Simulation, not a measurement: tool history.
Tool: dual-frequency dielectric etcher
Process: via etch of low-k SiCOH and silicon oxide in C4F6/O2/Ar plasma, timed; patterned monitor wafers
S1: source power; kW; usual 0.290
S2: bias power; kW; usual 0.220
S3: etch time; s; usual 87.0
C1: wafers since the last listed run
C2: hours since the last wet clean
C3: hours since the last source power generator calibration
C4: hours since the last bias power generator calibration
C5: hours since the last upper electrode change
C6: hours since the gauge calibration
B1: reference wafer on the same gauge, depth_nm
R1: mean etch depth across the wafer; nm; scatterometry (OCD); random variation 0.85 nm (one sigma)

run 1 hour=0.0 | S1=0.290 S2=0.257 S3=87.0 | C1=0 C2=304.0 C3=4167.3 C4=2355.4 C5=2394.4 C6=21.1 | B1=224.9 | R1=253.9
run 2 hour=7.2 | S1=0.290 S2=0.257 S3=87.0 | C1=45 C2=311.2 C3=4174.5 C4=2362.6 C5=2401.6 C6=28.3 | B1=224.9 | R1=255.6
run 3 hour=19.9 | S1=0.270 S2=0.220 S3=80.5 | C1=80 C2=323.9 C3=4187.2 C4=2375.3 C5=2414.3 C6=41.0 | B1=224.8 | R1=219.6
run 4 hour=72.2 | S1=0.290 S2=0.220 S3=87.0 | C1=330 C2=376.2 C3=4239.5 C4=2427.6 C5=2466.6 C6=93.3 | B1=225.0 | R1=240.1
run 5 hour=80.2 | S1=0.290 S2=0.220 S3=87.0 | C1=50 C2=384.2 C3=4247.5 C4=2435.6 C5=2474.6 C6=101.3 | B1=224.9 | R1=242.0
run 6 hour=87.9 | S1=0.290 S2=0.220 S3=87.0 | C1=48 C2=391.9 C3=4255.2 C4=2443.3 C5=2482.3 C6=109.0 | B1=225.1 | R1=241.7
run 7 hour=100.7 | S1=0.290 S2=0.220 S3=87.0 | C1=80 C2=404.7 C3=4268.0 C4=2456.1 C5=2495.1 C6=121.8 | B1=225.0 | R1=241.1
run 8 hour=112.6 | S1=0.290 S2=0.220 S3=87.0 | C1=75 C2=416.6 C3=4279.9 C4=2468.0 C5=2507.0 C6=133.7 | B1=225.3 | R1=243.8
run 9 hour=122.7 | S1=0.290 S2=0.220 S3=87.0 | C1=63 C2=426.7 C3=4290.0 C4=2478.1 C5=2517.1 C6=143.8 | B1=225.1 | R1=243.1
-- hour=126.9 source power generator calibrated
run 10 hour=133.0 | S1=0.290 S2=0.220 S3=87.0 | C1=39 C2=437.0 C3=6.1 C4=2488.4 C5=2527.4 C6=154.1 | B1=225.0 | R1=242.2
-- hour=150.9 bias power generator calibrated
run 11 hour=151.4 | S1=0.290 S2=0.220 S3=87.0 | C1=90 C2=455.4 C3=24.5 C4=0.5 C5=2545.8 C6=172.5 | B1=224.9 | R1=242.1
-- hour=161.6 gauge calibrated
run 12 hour=162.0 | S1=0.230 S2=0.220 S3=87.0 | C1=66 C2=466.0 C3=35.1 C4=11.1 C5=2556.4 C6=0.4 | B1=225.2 | R1=222.9
run 13 hour=179.3 | S1=0.290 S2=0.220 S3=95.0 | C1=109 C2=483.3 C3=52.4 C4=28.4 C5=2573.7 C6=17.7 | B1=225.0 | R1=262.9
run 14 hour=191.1 | S1=0.290 S2=0.220 S3=87.0 | C1=74 C2=495.1 C3=64.2 C4=40.2 C5=2585.5 C6=29.5 | B1=225.1 | R1=241.8
-- hour=222.0 upper electrode replaced
run 15 hour=222.5 | S1=0.290 S2=0.171 S3=87.0 | C1=46 C2=526.5 C3=95.6 C4=71.6 C5=0.5 C6=60.9 | B1=224.9 | R1=223.6
run 16 hour=222.8 | S1=0.290 S2=0.220 S3=87.0 | C1=1 C2=526.8 C3=95.9 C4=71.9 C5=0.8 C6=61.2 | B1=225.2 | R1=241.5
run 17 hour=229.6 | S1=0.290 S2=0.220 S3=87.0 | C1=42 C2=533.6 C3=102.7 C4=78.7 C5=7.6 C6=68.0 | B1=224.9 | R1=243.8
-- hour=256.2 wet clean of the chamber
run 18 hour=256.7 | S1=0.290 S2=0.240 S3=87.0 | C1=19 C2=0.5 C3=129.8 C4=105.8 C5=34.7 C6=95.1 | B1=225.2 | R1=248.4
run 19 hour=257.0 | S1=0.340 S2=0.220 S3=87.0 | C1=1 C2=0.8 C3=130.1 C4=106.1 C5=35.0 C6=95.4 | B1=225.0 | R1=255.9
run 20 hour=294.6 | S1=0.350 S2=0.220 S3=95.5 | C1=237 C2=38.4 C3=167.7 C4=143.7 C5=72.6 C6=133.0 | B1=225.1 | R1=286.1
run 21 hour=305.3 | S1=0.340 S2=0.220 S3=87.0 | C1=67 C2=49.1 C3=178.4 C4=154.4 C5=83.3 C6=143.7 | B1=225.2 | R1=255.6

The next listed run, before its measurement:
run 22 hour=321.9 | S1=0.330 S2=0.238 S3=95.0 | C1=104 C2=65.7 C3=195.0 C4=171.0 C5=99.9 C6=160.3 | B1=? | R1=?

Run 22 gave B1 225.1, R1 284.8 nm.
Without the tool's hidden state the same run would have given R1 284.8 nm.

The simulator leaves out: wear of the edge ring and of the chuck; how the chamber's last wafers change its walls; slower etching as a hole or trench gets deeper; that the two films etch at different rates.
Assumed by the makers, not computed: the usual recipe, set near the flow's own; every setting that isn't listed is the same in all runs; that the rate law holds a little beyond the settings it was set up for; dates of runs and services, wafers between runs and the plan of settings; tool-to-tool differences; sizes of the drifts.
